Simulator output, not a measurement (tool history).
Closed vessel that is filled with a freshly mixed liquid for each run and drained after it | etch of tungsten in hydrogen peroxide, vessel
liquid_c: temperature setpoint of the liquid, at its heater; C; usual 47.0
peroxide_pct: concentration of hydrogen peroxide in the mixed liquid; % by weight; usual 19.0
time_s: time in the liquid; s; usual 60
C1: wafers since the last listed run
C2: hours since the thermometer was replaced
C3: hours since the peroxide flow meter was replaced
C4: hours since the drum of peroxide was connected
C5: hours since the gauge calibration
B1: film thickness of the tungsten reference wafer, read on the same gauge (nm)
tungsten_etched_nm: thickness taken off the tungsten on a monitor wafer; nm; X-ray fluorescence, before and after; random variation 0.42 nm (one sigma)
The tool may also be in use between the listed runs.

{"run": 1, "day": 0.0, "liquid_c": 41.0, "peroxide_pct": 19.0, "time_s": 60, "C1": 0, "C2": 588.5, "C3": 284.7, "C4": 7.9, "C5": 434.3, "B1": 40.02, "tungsten_etched_nm": 31.83}
{"run": 2, "day": 2.708, "liquid_c": 47.0, "peroxide_pct": 19.0, "time_s": 60, "C1": 6118, "C2": 653.5, "C3": 349.7, "C4": 72.9, "C5": 499.3, "B1": 40.04, "tungsten_etched_nm": 46.01}
{"run": 3, "day": 4.225, "liquid_c": 47.0, "peroxide_pct": 19.0, "time_s": 60, "C1": 3426, "C2": 689.9, "C3": 386.1, "C4": 109.3, "C5": 535.7, "B1": 40.0, "tungsten_etched_nm": 46.7}
{"run": 4, "day": 6.3, "liquid_c": 47.0, "peroxide_pct": 19.0, "time_s": 60, "C1": 4687, "C2": 739.7, "C3": 435.9, "C4": 159.1, "C5": 585.5, "B1": 40.04, "tungsten_etched_nm": 46.83}
{"run": 5, "day": 8.25, "liquid_c": 42.5, "peroxide_pct": 18.0, "time_s": 60, "C1": 4405, "C2": 786.5, "C3": 482.7, "C4": 205.9, "C5": 632.3, "B1": 39.99, "tungsten_etched_nm": 34.48}
{"run": 6, "day": 11.588, "liquid_c": 47.0, "peroxide_pct": 19.0, "time_s": 60, "C1": 7539, "C2": 866.6, "C3": 562.8, "C4": 286.0, "C5": 712.4, "B1": 39.99, "tungsten_etched_nm": 47.9}
{"run": 7, "day": 13.488, "liquid_c": 47.0, "peroxide_pct": 19.0, "time_s": 60, "C1": 4292, "C2": 912.2, "C3": 608.4, "C4": 331.6, "C5": 758.0, "B1": 40.0, "tungsten_etched_nm": 48.27}
{"day": 15.008, "done": "peroxide flow meter replaced"}
{"run": 8, "day": 15.921, "liquid_c": 47.0, "peroxide_pct": 19.0, "time_s": 60, "C1": 5402, "C2": 970.6, "C3": 21.9, "C4": 390.0, "C5": 816.4, "B1": 40.02, "tungsten_etched_nm": 48.05}
{"day": 18.842, "done": "thermometer replaced"}
{"run": 9, "day": 19.658, "liquid_c": 47.0, "peroxide_pct": 19.0, "time_s": 80, "C1": 8349, "C2": 19.6, "C3": 111.6, "C4": 479.7, "C5": 906.1, "B1": 39.96, "tungsten_etched_nm": 60.25}
{"run": 10, "day": 23.021, "liquid_c": 47.0, "peroxide_pct": 19.0, "time_s": 60, "C1": 7596, "C2": 100.3, "C3": 192.3, "C4": 560.4, "C5": 986.8, "B1": 39.99, "tungsten_etched_nm": 45.51}
{"run": 11, "day": 26.396, "liquid_c": 47.0, "peroxide_pct": 17.5, "time_s": 95, "C1": 7624, "C2": 181.3, "C3": 273.3, "C4": 641.4, "C5": 1067.8, "B1": 40.05, "tungsten_etched_nm": 70.08}
{"run": 12, "day": 28.179, "liquid_c": 47.0, "peroxide_pct": 19.0, "time_s": 60, "C1": 4028, "C2": 224.1, "C3": 316.1, "C4": 684.2, "C5": 1110.6, "B1": 40.02, "tungsten_etched_nm": 46.39}
{"day": 30.562, "done": "new drum of peroxide connected"}
{"run": 13, "day": 31.221, "liquid_c": 47.0, "peroxide_pct": 19.0, "time_s": 60, "C1": 6777, "C2": 297.1, "C3": 389.1, "C4": 15.8, "C5": 1183.6, "B1": 39.99, "tungsten_etched_nm": 46.69}
{"run": 14, "day": 34.771, "liquid_c": 47.0, "peroxide_pct": 19.0, "time_s": 60, "C1": 8019, "C2": 382.3, "C3": 474.3, "C4": 101.0, "C5": 1268.8, "B1": 40.02, "tungsten_etched_nm": 46.22}
{"run": 15, "day": 37.758, "liquid_c": 47.0, "peroxide_pct": 19.0, "time_s": 60, "C1": 6748, "C2": 454.0, "C3": 546.0, "C4": 172.7, "C5": 1340.5, "B1": 39.96, "tungsten_etched_nm": 46.21}
{"run": 16, "day": 40.704, "liquid_c": 53.0, "peroxide_pct": 19.0, "time_s": 60, "C1": 6654, "C2": 524.7, "C3": 616.7, "C4": 243.4, "C5": 1411.2, "B1": 40.05, "tungsten_etched_nm": 68.24}
{"day": 41.467, "done": "peroxide flow meter replaced"}
{"run": 17, "day": 42.588, "liquid_c": 37.5, "peroxide_pct": 17.0, "time_s": 60, "C1": 4160, "C2": 569.9, "C3": 26.9, "C4": 288.6, "C5": 1456.4, "B1": 39.99, "tungsten_etched_nm": 24.47}
{"run": 18, "day": 45.754, "liquid_c": 56.5, "peroxide_pct": 22.0, "time_s": 75, "C1": 7153, "C2": 645.9, "C3": 102.9, "C4": 364.6, "C5": 1532.4, "B1": 40.01, "tungsten_etched_nm": 111.89}
{"run": 19, "day": 49.8, "liquid_c": 51.0, "peroxide_pct": 19.0, "time_s": 60, "C1": 9139, "C2": 743.0, "C3": 200.0, "C4": 461.7, "C5": 1629.5, "B1": 40.0, "tungsten_etched_nm": 60.9}
{"day": 53.638, "done": "thermometer replaced"}
{"day": 58.033, "done": "new drum of peroxide connected"}
{"run": 20, "day": 60.208, "liquid_c": 47.0, "peroxide_pct": 13.5, "time_s": 60, "C1": 23324, "C2": 157.7, "C3": 449.8, "C4": 52.2, "C5": 1879.3, "B1": 39.99, "tungsten_etched_nm": 38.19}
{"run": 21, "day": 63.733, "liquid_c": 47.0, "peroxide_pct": 19.0, "time_s": 60, "C1": 7963, "C2": 242.3, "C3": 534.4, "C4": 136.8, "C5": 1963.9, "B1": 39.95, "tungsten_etched_nm": 46.01}
{"day": 66.117, "done": "gauge calibrated"}
{"day": 71.338, "done": "peroxide flow meter replaced"}
{"run": 22, "day": 74.512, "liquid_c": 57.0, "peroxide_pct": 22.0, "time_s": 90, "C1": 24256, "C2": 501.0, "C3": 76.2, "C4": 395.5, "C5": 201.5, "B1": 39.97, "tungsten_etched_nm": 136.6}
{"run": 23, "day": 76.958, "liquid_c": 52.5, "peroxide_pct": 19.0, "time_s": 75, "C1": 5525, "C2": 559.7, "C3": 134.9, "C4": 454.2, "C5": 260.2, "B1": 40.04, "tungsten_etched_nm": 81.8}

Forecast run 24:
{"run": 24, "day": 79.938, "liquid_c": 47.0, "peroxide_pct": 19.0, "time_s": 60, "C1": 6730, "C2": 631.2, "C3": 206.4, "C4": 525.7, "C5": 331.7, "B1": "?", "tungsten_etched_nm": "?"}

B1: 40.04
tungsten_etched_nm: 46.93 nm
Without the tool's hidden state the same run would have given tungsten_etched_nm 44.13 nm.

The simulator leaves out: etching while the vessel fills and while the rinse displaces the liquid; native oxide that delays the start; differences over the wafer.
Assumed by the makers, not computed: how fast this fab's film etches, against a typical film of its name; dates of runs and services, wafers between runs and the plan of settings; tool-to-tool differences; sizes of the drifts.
